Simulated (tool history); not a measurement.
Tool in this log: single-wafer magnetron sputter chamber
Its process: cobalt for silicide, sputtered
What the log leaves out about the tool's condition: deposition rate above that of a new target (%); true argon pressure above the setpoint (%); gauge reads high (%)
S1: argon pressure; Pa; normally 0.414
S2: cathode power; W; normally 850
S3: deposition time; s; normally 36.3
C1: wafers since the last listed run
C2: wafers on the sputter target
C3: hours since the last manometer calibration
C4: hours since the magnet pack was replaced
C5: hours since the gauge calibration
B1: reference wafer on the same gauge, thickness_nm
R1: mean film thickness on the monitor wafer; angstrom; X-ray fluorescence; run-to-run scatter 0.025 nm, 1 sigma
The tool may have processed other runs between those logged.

| run | day | S1 | S2 | S3 | C1 | C2 | C3 | C4 | C5 | B1 | R1 |
|---|---|---|---|---|---|---|---|---|---|---|---|
| 1 | 0 | 0.414 | 850 | 36.3 | 0 | 3238 | 1750.3 | 7728.3 | 314.9 | 19.301 | 168.1 |
| 2 | 1.408 | 0.414 | 850 | 36.3 | 490 | 3729 | 1784.1 | 7762.1 | 348.7 | 19.309 | 167.7 |
| 3 | 2.038 | 0.414 | 850 | 36.3 | 219 | 3948 | 1799.2 | 7777.2 | 363.8 | 19.297 | 167.84 |
|  | 2.862 | gauge calibrated |
| 4 | 3.158 | 0.414 | 850 | 36.3 | 390 | 4339 | 1826.1 | 7804.1 | 7.1 | 19.299 | 167.98 |
| 5 | 6.283 | 0.414 | 850 | 36.3 | 1089 | 5428 | 1901.1 | 7879.1 | 82.1 | 19.291 | 167.07 |
| 6 | 7.012 | 0.414 | 850 | 36.3 | 254 | 5683 | 1918.6 | 7896.6 | 99.6 | 19.298 | 167.17 |
| 7 | 8.129 | 0.285 | 700 | 36.3 | 389 | 6072 | 1945.4 | 7923.4 | 126.4 | 19.29 | 154.93 |
| 8 | 9.075 | 0.285 | 700 | 36.3 | 329 | 6402 | 1968.1 | 7946.1 | 149.1 | 19.307 | 154.75 |
| 9 | 10.025 | 0.285 | 700 | 36.3 | 331 | 6733 | 1990.9 | 7968.9 | 171.9 | 19.299 | 154.44 |
| 10 | 10.612 | 0.414 | 1000 | 36.3 | 204 | 6938 | 2005 | 7983 | 186 | 19.292 | 183.4 |
| 11 | 11.758 | 0.414 | 850 | 36.3 | 399 | 7337 | 2032.5 | 8010.5 | 213.5 | 19.3 | 166.38 |
| 12 | 13.112 | 0.414 | 850 | 36.3 | 472 | 7809 | 2065 | 8043 | 246 | 19.3 | 166.19 |
|  | 14.517 | sputter target and shields replaced |
| 13 | 14.538 | 0.414 | 850 | 36.3 | 380 | 6 | 2099.2 | 8077.2 | 280.2 | 19.311 | 168.59 |
| 14 | 15.058 | 0.414 | 850 | 36.3 | 181 | 188 | 2111.7 | 8089.7 | 292.7 | 19.299 | 168.78 |
| 15 | 17.354 | 0.414 | 850 | 36.3 | 800 | 988 | 2166.8 | 8144.8 | 347.8 | 19.306 | 168.89 |
| 16 | 17.988 | 0.483 | 650 | 40.2 | 220 | 1209 | 2182 | 8160 | 363 | 19.285 | 158.51 |
| 17 | 19.296 | 0.285 | 700 | 36.3 | 456 | 1665 | 2213.4 | 8191.4 | 394.4 | 19.303 | 156.43 |
|  | 19.842 | capacitance manometer re-zeroed and calibrated |
| 18 | 20.583 | 0.414 | 850 | 36.3 | 332 | 1998 | 17.8 | 8222.3 | 425.3 | 19.3 | 165.05 |
|  | 20.662 | gauge calibrated |
| 19 | 21.596 | 0.414 | 850 | 30 | 352 | 2351 | 42.1 | 8246.6 | 22.4 | 19.293 | 136.04 |
| 20 | 22.296 | 0.314 | 750 | 30.5 | 244 | 2595 | 58.9 | 8263.4 | 39.2 | 19.295 | 133.2 |
|  | 22.679 | magnet pack replaced |
| 21 | 23.071 | 0.459 | 1050 | 42.9 | 153 | 2749 | 77.5 | 9.4 | 57.8 | 19.298 | 218.23 |
| 22 | 24.329 | 0.296 | 850 | 36.3 | 438 | 3187 | 107.7 | 39.6 | 88 | 19.303 | 170.88 |
| 23 | 25.075 | 0.501 | 700 | 31.4 | 260 | 3447 | 125.6 | 57.5 | 105.9 | 19.31 | 124.67 |
| 24 | 25.925 | 0.505 | 750 | 33.5 | 296 | 3744 | 146 | 77.9 | 126.3 | 19.286 | 137.79 |
| 25 | 27.092 | 0.414 | 800 | 36.3 | 406 | 4150 | 174 | 105.9 | 154.3 | 19.3 | 159.32 |
| 26 | 27.796 | 0.414 | 850 | 42.2 | 245 | 4396 | 190.9 | 122.8 | 171.2 | 19.302 | 191.08 |
| 27 | 28.95 | 0.362 | 700 | 36.3 | 402 | 4798 | 218.6 | 150.5 | 198.9 | 19.301 | 150.07 |
| 28 | 30.138 | 0.414 | 850 | 36.3 | 414 | 5212 | 247.1 | 179 | 227.4 | 19.296 | 164.33 |

The logged runs with the hidden state left out (each run's random variation unchanged):
| run | R1 |
|---|---|
| 1 | 165.25 |
| 2 | 164.99 |
| 3 | 165.2 |
| 4 | 165.48 |
| 5 | 165.04 |
| 6 | 165.26 |
| 7 | 154.32 |
| 8 | 154.32 |
| 9 | 154.19 |
| 10 | 182.07 |
| 11 | 165.42 |
| 12 | 165.56 |
| 13 | 165.22 |
| 14 | 165.39 |
| 15 | 165.53 |
| 16 | 154.84 |
| 17 | 154.39 |
| 18 | 165.51 |
| 19 | 136.4 |
| 20 | 133.56 |
| 21 | 218.77 |
| 22 | 171.4 |
| 23 | 124.96 |
| 24 | 138.12 |
| 25 | 159.85 |
| 26 | 191.76 |
| 27 | 150.75 |
| 28 | 165.11 |
